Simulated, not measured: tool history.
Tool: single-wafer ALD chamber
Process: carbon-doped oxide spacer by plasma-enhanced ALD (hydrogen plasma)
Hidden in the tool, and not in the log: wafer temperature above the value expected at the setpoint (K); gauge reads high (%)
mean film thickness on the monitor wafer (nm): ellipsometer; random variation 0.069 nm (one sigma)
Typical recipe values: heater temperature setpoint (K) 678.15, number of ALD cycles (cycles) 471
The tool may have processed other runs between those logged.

| run | hour | heater temperature setpoint (K) | number of ALD cycles (cycles) | wafers since the last listed run | hours since the last thermocouple change | hours since the gauge calibration | read-back reference wafer on the same gauge, thickness_nm | mean film thickness on the monitor wafer (nm) |
|---|---|---|---|---|---|---|---|---|
| 1 | 0 | 670.15 | 401 | 0 | 469.4 | 354.8 | 17.001 | 17.354 |
| 2 | 79.4 | 678.15 | 471 | 78 | 548.8 | 434.2 | 17.007 | 19.982 |
| 3 | 167.2 | 674.15 | 471 | 87 | 636.6 | 522 | 16.993 | 20.273 |
| 4 | 212.1 | 674.15 | 471 | 44 | 681.5 | 566.9 | 16.992 | 20.153 |
| 5 | 252.7 | 689.15 | 437 | 40 | 722.1 | 607.5 | 17.003 | 18.021 |
| 6 | 299.9 | 678.15 | 471 | 46 | 769.3 | 654.7 | 16.999 | 19.796 |
| 7 | 403.9 | 678.15 | 471 | 103 | 873.3 | 758.7 | 17.006 | 19.903 |
| 8 | 446.3 | 678.15 | 471 | 42 | 915.7 | 801.1 | 17.011 | 19.911 |
| 9 | 514.3 | 678.15 | 471 | 67 | 983.7 | 869.1 | 17.011 | 19.823 |
| 10 | 554 | 678.15 | 471 | 39 | 1023.4 | 908.8 | 17.009 | 19.928 |
| 11 | 592.4 | 678.15 | 471 | 38 | 1061.8 | 947.2 | 17.016 | 19.864 |
| 12 | 683.4 | 678.15 | 471 | 90 | 1152.8 | 1038.2 | 17.024 | 19.779 |
| 13 | 750.8 | 686.15 | 397 | 66 | 1220.2 | 1105.6 | 16.979 | 16.251 |
| 14 | 831.1 | 678.15 | 471 | 79 | 1300.5 | 1185.9 | 16.981 | 19.719 |
| 15 | 886.5 | 685.15 | 471 | 55 | 1355.9 | 1241.3 | 17.028 | 19.267 |
|  | 895.5 | gauge calibrated |
|  | 975.9 | thermocouple changed; heater temperature recalibrated |
| 16 | 976.4 | 687.15 | 525 | 81 | 0.5 | 80.9 | 17.016 | 21.692 |

The next listed run, before its measurement:
| 17 | 1061.4 | 678.15 | 471 | 84 | 85.5 | 165.9 | ? | ? |

Run 17 produced read-back reference wafer on the same gauge, thickness_nm 17.004, mean film thickness on the monitor wafer (nm) 19.966.
The same run, on a tool lacking any hidden state, would have yielded mean film thickness on the monitor wafer (nm) 19.946.

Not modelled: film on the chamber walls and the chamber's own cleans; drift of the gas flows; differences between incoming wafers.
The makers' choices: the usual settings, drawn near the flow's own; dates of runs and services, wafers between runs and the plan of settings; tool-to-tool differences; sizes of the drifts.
